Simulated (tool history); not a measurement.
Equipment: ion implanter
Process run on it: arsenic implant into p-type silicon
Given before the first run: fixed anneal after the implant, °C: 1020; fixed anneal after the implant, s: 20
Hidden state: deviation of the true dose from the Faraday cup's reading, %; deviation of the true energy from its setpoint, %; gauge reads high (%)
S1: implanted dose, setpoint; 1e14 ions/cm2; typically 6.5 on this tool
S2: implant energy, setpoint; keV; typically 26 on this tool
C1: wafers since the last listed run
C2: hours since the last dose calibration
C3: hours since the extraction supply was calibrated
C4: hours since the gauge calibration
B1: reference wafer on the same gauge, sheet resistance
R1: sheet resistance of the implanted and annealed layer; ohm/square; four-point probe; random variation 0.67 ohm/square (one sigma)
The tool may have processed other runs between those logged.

run   hour    S1    S2   C1      C2      C3     C4      B1      R1
  1      0   6.5    26    0  1315.5  1852.5   63.4  192.87  185.72
  2   10.8   6.5    26  228  1326.3  1863.3   74.2  193.09  185.14
  3   22.8  5.81    26  253  1338.3  1875.3   86.2   193.2  202.79
  4   30.9  5.81    26  171  1346.4  1883.4   94.3  192.98  201.25
  5   38.6   6.5    28  162  1354.1  1891.1    102  192.82  183.23
  6   49.2   6.5    28  224  1364.7  1901.7  112.6  192.91  184.04
  7   66.3   6.5    26  361  1381.8  1918.8  129.7  192.78  186.11
  8   78.3   6.5    26  253  1393.8  1930.8  141.7  192.81     186
  9   92.6   6.5    26  302  1408.1  1945.1    156  193.21  187.16
 10  105.7   6.5    26  276  1421.2  1958.2  169.1  193.14  186.08
 11  117.3   6.5    26  245  1432.8  1969.8  180.7  193.09  184.99
 12  133.5   6.5    26  342    1449    1986  196.9  193.09   185.4
 13  147.4   6.5    26  293  1462.9  1999.9  210.8  193.12  186.59
 14  165.4   6.5    26  380  1480.9  2017.9  228.8   193.1  185.39
 15  181.5  5.48  31.5  340    1497    2034  244.9  193.18  204.91
 16  192.6   7.3  28.5  234  1508.1  2045.1    256  193.07  166.69
 17  207.2   7.3  28.5  308  1522.7  2059.7  270.6  193.19   167.8
 18  217.3  8.32    18  213  1532.8  2069.8  280.7  193.17  164.49
 19  224.4  4.92    17  150  1539.9  2076.9  287.8  193.02  242.16
 20  238.6   6.5    26  300  1554.1  2091.1    302  192.99  185.43
 21    256  5.24    17  367  1571.5  2108.5  319.4   193.1  229.75
 22  268.7  7.23  22.5  268  1584.2  2121.2  332.1  193.04  175.63
 23  276.5   6.5    26  164    1592    2129  339.9  192.84   185.5
 24  293.2  5.77    21  352  1608.7  2145.7  356.6  192.97  209.45
     302.7  -- Faraday cup replaced and dose calibrated
 25  303.9  5.16    33   57     1.2  2156.4  367.3  193.13  212.64
 26  321.6   6.5  34.5  374    18.9  2174.1    385  192.92  176.78
     328.2  -- gauge calibrated
 27  333.3   6.5    29  247    30.6  2185.8    5.1     193  183.73
 28  342.4   6.5    26  192    39.7  2194.9   14.2  193.12  185.54
     357.6  -- extraction supply calibrated
 29  358.8  5.48  31.5  177    56.1     1.2   30.6  193.05  204.88
 30  375.4   6.5    26  350    72.7    17.8   47.2   192.8  185.53
 31  383.5   5.2  18.5  171    80.8    25.9   55.3  193.26  230.86
 32  394.5  5.03    29  232    91.8    36.9   66.3     193  221.31
 33  409.3  4.98    34  312   106.6    51.7   81.1  192.81  217.56
 34    426   6.5    26  352   123.3    68.4   97.8  192.88  187.58
 35  433.6   7.1  20.5  160   130.9      76  105.4  193.03   180.5
 36  446.2   6.5    26  266   143.5    88.6    118  193.16   185.6
 37  482.9   6.5    34  775   180.2   125.3  154.7  193.21  178.05

Entry by entry between the runs, the difference in hidden state between the last listed run before and the first listed run after:
Logged between run 24 and run 25: Faraday cup replaced and dose calibrated (hour 302.7)
  nothing in the hidden state changes from one run to the other
Logged between run 26 and run 27: gauge calibrated (hour 328.2)
  nothing in the hidden state changes from one run to the other
Logged between run 28 and run 29: extraction supply calibrated (hour 357.6)
  nothing in the hidden state changes from one run to the other
